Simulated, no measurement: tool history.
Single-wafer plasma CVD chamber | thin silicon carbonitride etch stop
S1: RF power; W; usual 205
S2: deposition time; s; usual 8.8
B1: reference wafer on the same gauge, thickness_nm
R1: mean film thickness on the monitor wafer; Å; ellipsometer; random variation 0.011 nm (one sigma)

run,hour,S1,S2,B1,R1
1,0,205,8.8,5.091,47.21
2,61.3,205,8.8,5.091,47.04
3,121.9,205,9.57,5.092,51.1
4,188.4,205,9.57,5.091,51.18
5,239.3,205,9.57,5.09,51.21
6,339,205,8.8,5.087,47
7,391.4,205,8.8,5.089,46.96
# hour 421.2: thermocouple changed; heater temperature recalibrated
8,425.4,205,8.8,5.088,46.87
# hour 456.1: RF generator calibrated
9,490.7,205,9.28,5.092,50.4
# hour 525.2: showerhead replaced
10,560.9,205,9.28,5.086,50.17
# hour 597.7: gauge calibrated
11,629.8,175,8.2,5.086,42.71
12,673,205,8.8,5.091,47.48
13,732.6,185,9.9,5.091,52.19
14,778.6,175,7.18,5.092,37.27
15,812.7,235,10.43,5.087,57.84
16,863.9,245,7.85,5.091,44.25
17,908.6,205,8.8,5.092,47.53
18,976.4,225,7.06,5.092,38.97
19,1036.5,235,8.8,5.088,48.96
20,1096,190,10.49,5.09,55.41

3 ways to go on from here, each from the tool as it stands after run 20. What would each give?
A,1096.4,205,9.73,?,?
B,1096.4,235,7.25,?,?
C,1096.4,165,8.8,?,?

run,B1,R1
A,5.09,52.34
B,5.09,40.24
C,5.09,45.14
Without the tool's hidden state the same runs would have given:
run,R1
A,52.84
B,40.62
C,45.57
